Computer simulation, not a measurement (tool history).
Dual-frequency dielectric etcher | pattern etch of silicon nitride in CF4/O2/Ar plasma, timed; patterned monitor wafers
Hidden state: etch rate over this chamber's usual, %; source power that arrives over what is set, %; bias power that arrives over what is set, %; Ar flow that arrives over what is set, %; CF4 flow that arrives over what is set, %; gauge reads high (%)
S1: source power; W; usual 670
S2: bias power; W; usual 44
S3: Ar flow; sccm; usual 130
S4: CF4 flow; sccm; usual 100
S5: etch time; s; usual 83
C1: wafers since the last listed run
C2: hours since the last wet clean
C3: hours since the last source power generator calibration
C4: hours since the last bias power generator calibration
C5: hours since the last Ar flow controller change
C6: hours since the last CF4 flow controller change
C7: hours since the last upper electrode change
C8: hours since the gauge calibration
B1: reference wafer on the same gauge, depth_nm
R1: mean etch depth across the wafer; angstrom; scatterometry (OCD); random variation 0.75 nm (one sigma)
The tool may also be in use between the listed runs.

Run 1, day 0: usual settings but S5 72.5 s; C1 0; C2 636.7; C3 3194.2; C4 4055; C5 3556.4; C6 6065.9; C7 2373.9; C8 135.4; B1 184.9. Result: R1 1636 angstrom.
Run 2, day 0.3: usual settings but S5 72.5 s; C1 80; C2 643.9; C3 3201.4; C4 4062.2; C5 3563.6; C6 6073.1; C7 2381.1; C8 142.6; B1 185. Result: R1 1637 angstrom.
Run 3, day 0.658: usual settings but S5 72.5 s; C1 95; C2 652.5; C3 3210; C4 4070.8; C5 3572.2; C6 6081.7; C7 2389.7; C8 151.2; B1 185.1. Result: R1 1631 angstrom.
Run 4, day 1.275: usual settings but S5 65.5 s; C1 165; C2 667.3; C3 3224.8; C4 4085.6; C5 3587; C6 6096.5; C7 2404.5; C8 166; B1 184.9. Result: R1 1470 angstrom.
Run 5, day 1.65: usual settings but S5 65.5 s; C1 100; C2 676.3; C3 3233.8; C4 4094.6; C5 3596; C6 6105.5; C7 2413.5; C8 175; B1 185.1. Result: R1 1459 angstrom.
At day 2.779: wet clean of the chamber.
Run 6, day 2.8: usual settings; C1 40; C2 0.5; C3 3261.4; C4 4122.2; C5 3623.6; C6 6133.1; C7 2441.1; C8 202.6; B1 185. Result: R1 1952 angstrom.
Run 7, day 2.812: usual settings; C1 3; C2 0.8; C3 3261.7; C4 4122.5; C5 3623.9; C6 6133.4; C7 2441.4; C8 202.9; B1 185. Result: R1 1954 angstrom.
Run 8, day 2.954: usual settings; C1 37; C2 4.2; C3 3265.1; C4 4125.9; C5 3627.3; C6 6136.8; C7 2444.8; C8 206.3; B1 185.2. Result: R1 1947 angstrom.
Run 9, day 3.458: usual settings but S1 540 W, S3 137 sccm; C1 134; C2 16.3; C3 3277.2; C4 4138; C5 3639.4; C6 6148.9; C7 2456.9; C8 218.4; B1 185. Result: R1 1551 angstrom.
Run 10, day 3.879: usual settings; C1 112; C2 26.4; C3 3287.3; C4 4148.1; C5 3649.5; C6 6159; C7 2467; C8 228.5; B1 184.8. Result: R1 1958 angstrom.
At day 4.221: bias power generator calibrated.
Run 11, day 4.242: usual settings but S4 85 sccm, S5 99.5 s; C1 52; C2 35.1; C3 3296; C4 0.5; C5 3658.2; C6 6167.7; C7 2475.7; C8 237.2; B1 185. Result: R1 2275 angstrom.
Run 12, day 4.967: usual settings but S2 53 W; C1 194; C2 52.5; C3 3313.4; C4 17.9; C5 3675.6; C6 6185.1; C7 2493.1; C8 254.6; B1 185.2. Result: R1 2090 angstrom.
At day 5.267: CF4 flow controller replaced.
At day 6.229: upper electrode replaced.
At day 6.388: Ar flow controller replaced.
Run 13, day 6.408: usual settings but S1 550 W, S2 36 W, S4 79 sccm; C1 18; C2 87.1; C3 3348; C4 52.5; C5 0.5; C6 27.4; C7 4.3; C8 289.2; B1 184.9. Result: R1 1417 angstrom.
Run 14, day 6.421: usual settings but S5 65.5 s; C1 3; C2 87.4; C3 3348.3; C4 52.8; C5 0.8; C6 27.7; C7 4.6; C8 289.5; B1 185.1. Result: R1 1534 angstrom.
Run 15, day 6.438: usual settings but S1 810 W, S2 37 W, S3 153 sccm, S5 65.5 s; C1 4; C2 87.8; C3 3348.7; C4 53.2; C5 1.2; C6 28.1; C7 5; C8 289.9; B1 185. Result: R1 1713 angstrom.
Run 16, day 6.45: usual settings; C1 3; C2 88.1; C3 3349; C4 53.5; C5 1.5; C6 28.4; C7 5.3; C8 290.2; B1 185. Result: R1 1947 angstrom.
At day 7.008: gauge calibrated.
At day 7.088: source power generator calibrated.
Run 17, day 7.108: usual settings but S3 107 sccm, S5 72 s; C1 131; C2 103.9; C3 0.5; C4 69.3; C5 17.3; C6 44.2; C7 21.1; C8 2.4; B1 185.2. Result: R1 1729 angstrom.
Run 18, day 7.196: usual settings but S1 790 W, S4 81 sccm; C1 23; C2 106; C3 2.6; C4 71.4; C5 19.4; C6 46.3; C7 23.2; C8 4.5; B1 185. Result: R1 2221 angstrom.
Run 19, day 8.496: usual settings but S2 47 W, S5 60 s; C1 348; C2 137.2; C3 33.8; C4 102.6; C5 50.6; C6 77.5; C7 54.4; C8 35.7; B1 185. Result: R1 1435 angstrom.
Run 20, day 9.012: usual settings but S2 48 W, S5 96.5 s; C1 138; C2 149.6; C3 46.2; C4 115; C5 63; C6 89.9; C7 66.8; C8 48.1; B1 184.8. Result: R1 2319 angstrom.
Run 21, day 9.388: usual settings but S3 158 sccm; C1 100; C2 158.6; C3 55.2; C4 124; C5 72; C6 98.9; C7 75.8; C8 57.1; B1 185.1. Result: R1 1899 angstrom.

Forecast each of these 4 alternatives for the next run:
Run A, day 9.404: usual settings but S5 101.5 s; C1 4; C2 159; C3 55.6; C4 124.4; C5 72.4; C6 99.3; C7 76.2; C8 57.5; B1 ?. Result: R1 ?.
Run B, day 9.404: usual settings but S1 750 W, S5 71 s; C1 4; C2 159; C3 55.6; C4 124.4; C5 72.4; C6 99.3; C7 76.2; C8 57.5; B1 ?. Result: R1 ?.
Run C, day 9.404: usual settings but S2 50 W; C1 4; C2 159; C3 55.6; C4 124.4; C5 72.4; C6 99.3; C7 76.2; C8 57.5; B1 ?. Result: R1 ?.
Run D, day 9.404: usual settings but S1 600 W, S2 47 W, S3 104 sccm; C1 4; C2 159; C3 55.6; C4 124.4; C5 72.4; C6 99.3; C7 76.2; C8 57.5; B1 ?. Result: R1 ?.

run     B1    R1
  A  184.8  2357
  B  184.8  1850
  C  184.8  2020
  D  184.8  1805
Without the tool's hidden state the same runs would have given:
run    R1
  A  2388
  B  1875
  C  2047
  D  1829
